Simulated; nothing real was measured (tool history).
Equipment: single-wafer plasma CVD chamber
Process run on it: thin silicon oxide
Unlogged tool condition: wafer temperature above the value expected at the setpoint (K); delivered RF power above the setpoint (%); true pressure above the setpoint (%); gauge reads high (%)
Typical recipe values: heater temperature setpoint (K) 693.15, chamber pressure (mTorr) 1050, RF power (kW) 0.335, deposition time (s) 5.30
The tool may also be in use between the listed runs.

run,hour,heater temperature setpoint (K),chamber pressure (mTorr),RF power (kW),deposition time (s),wafers since the last listed run,hours since the last thermocouple change,hours since the last RF generator calibration,hours since the last manometer calibration,hours since the showerhead was replaced,hours since the gauge calibration,"read-back reference wafer on the same gauge, thickness_nm",mean film thickness on the monitor wafer (angstrom)
1,0.0,693.15,1180,0.335,5.30,0,1350.5,405.4,1756.2,4932.0,506.6,13.710,150.06
2,34.6,693.15,1180,0.335,5.30,1279,1385.1,440.0,1790.8,4966.6,541.2,13.712,150.07
3,80.3,693.15,1180,0.335,5.30,1689,1430.8,485.7,1836.5,5012.3,586.9,13.700,149.25
4,116.1,693.15,1050,0.335,5.30,1323,1466.6,521.5,1872.3,5048.1,622.7,13.700,137.07
5,141.6,693.15,1050,0.335,5.30,942,1492.1,547.0,1897.8,5073.6,648.2,13.679,137.08
6,284.0,693.15,1050,0.335,5.30,5264,1634.5,689.4,2040.2,5216.0,790.6,13.704,136.01
7,320.6,693.15,1050,0.335,5.30,1353,1671.1,726.0,2076.8,5252.6,827.2,13.697,134.35
# hour 352.7: showerhead replaced
8,388.7,693.15,1050,0.335,5.30,2221,1739.2,794.1,2144.9,36.0,895.3,13.692,135.91
9,422.0,693.15,1050,0.335,5.30,1231,1772.5,827.4,2178.2,69.3,928.6,13.707,134.94
10,455.1,693.15,1050,0.335,5.30,1223,1805.6,860.5,2211.3,102.4,961.7,13.706,134.45
11,497.6,693.15,1050,0.335,5.30,1571,1848.1,903.0,2253.8,144.9,1004.2,13.699,133.98
12,547.6,693.15,1050,0.335,5.30,1848,1898.1,953.0,2303.8,194.9,1054.2,13.695,133.48
# hour 574.9: RF generator calibrated
13,586.1,698.15,930,0.305,6.28,1127,1936.6,11.2,2342.3,233.4,1092.7,13.678,139.58
14,638.2,693.15,1050,0.395,5.61,1926,1988.7,63.3,2394.4,285.5,1144.8,13.692,155.31
# hour 670.1: gauge calibrated
15,675.2,693.15,870,0.275,5.30,1367,2025.7,100.3,2431.4,322.5,5.1,13.698,105.43
16,702.0,693.15,1050,0.335,5.30,990,2052.5,127.1,2458.2,349.3,31.9,13.681,138.06
17,750.2,708.15,1050,0.335,5.30,1782,2100.7,175.3,2506.4,397.5,80.1,13.712,136.19
18,808.9,681.15,1240,0.335,4.81,2170,2159.4,234.0,2565.1,456.2,138.8,13.699,141.81
# hour 824.4: capacitance manometer re-zeroed and calibrated
# hour 835.1: thermocouple changed; heater temperature recalibrated
19,863.5,693.15,850,0.335,5.30,1427,28.4,288.6,39.1,510.8,193.4,13.707,109.41
20,913.8,702.15,840,0.315,4.82,1859,78.7,338.9,89.4,561.1,243.7,13.704,95.77
21,979.8,703.15,1050,0.360,5.77,2440,144.7,404.9,155.4,627.1,309.7,13.690,152.15
22,1016.8,693.15,1050,0.335,5.30,1367,181.7,441.9,192.4,664.1,346.7,13.709,136.49
23,1042.1,693.15,1050,0.335,5.30,935,207.0,467.2,217.7,689.4,372.0,13.722,137.64
24,1066.3,693.15,890,0.315,4.25,894,231.2,491.4,241.9,713.6,396.2,13.708,90.68
25,1101.4,706.15,870,0.370,5.90,1297,266.3,526.5,277.0,748.7,431.3,13.692,127.70

State the hidden condition of the tool at each of the runs:
wafer temperature above the value expected at the setpoint (K): 0 on each run
true pressure above the setpoint (%): 0 on each run
gauge reads high (%): 0 on each run
H1: delivered RF power above the setpoint (%)
run,H1
1,-1.51
2,-1.75
3,-2.09
4,-2.39
5,-2.61
6,-4.06
7,-4.49
8,-5.34
9,-5.78
10,-6.24
11,-6.86
12,-7.62
13,-0.366
14,-0.398
15,-0.447
16,-0.497
17,-0.617
18,-0.815
19,-1.05
20,-1.31
21,-1.71
22,-1.97
23,-2.16
24,-2.35
25,-2.64
